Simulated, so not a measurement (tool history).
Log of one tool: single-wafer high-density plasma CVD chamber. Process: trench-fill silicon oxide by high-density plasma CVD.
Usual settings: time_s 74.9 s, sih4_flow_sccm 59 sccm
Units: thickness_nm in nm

run	hour	time_s	sih4_flow_sccm	read-back reference wafer on the same gauge, thickness_nm	thickness_nm
1	0.0	74.9	59	403.792	439.095
2	17.0	74.9	59	403.971	438.864
3	25.2	74.9	59	403.912	441.050
4	34.6	74.9	59	404.018	438.981
5	50.0	74.9	59	404.143	439.755
6	66.5	64.6	59	404.146	379.803
# hour 77.7: silane flow controller replaced
7	78.2	64.6	59	403.963	359.761
8	94.0	64.6	59	403.968	359.157
9	110.3	74.9	59	403.994	416.199
# hour 123.1: gauge calibrated
10	123.5	74.9	59	404.037	416.969
11	134.6	86.8	59	404.137	483.289
12	145.5	74.9	59	403.945	415.868
13	163.4	74.9	59	404.069	417.451
14	180.6	74.9	63	404.123	445.126
15	195.0	74.9	59	403.846	416.865
16	203.5	64.4	52	403.905	316.013
17	215.0	65.5	54	403.996	333.841
18	231.7	86.1	52	403.862	421.976
19	244.7	88.5	69	404.014	575.270
20	253.7	80.9	59	404.004	449.291

Forecast each of these 3 alternatives for the next run:
A	254.1	74.9	59	?	?
B	254.1	83.7	54	?	?
C	254.1	74.9	69	?	?

run	read-back reference wafer on the same gauge, thickness_nm	thickness_nm
A	404.250	416.967
B	404.250	426.469
C	404.250	487.639
Without the tool's hidden state the same runs would have given:
run	thickness_nm
A	415.848
B	425.324
C	486.330
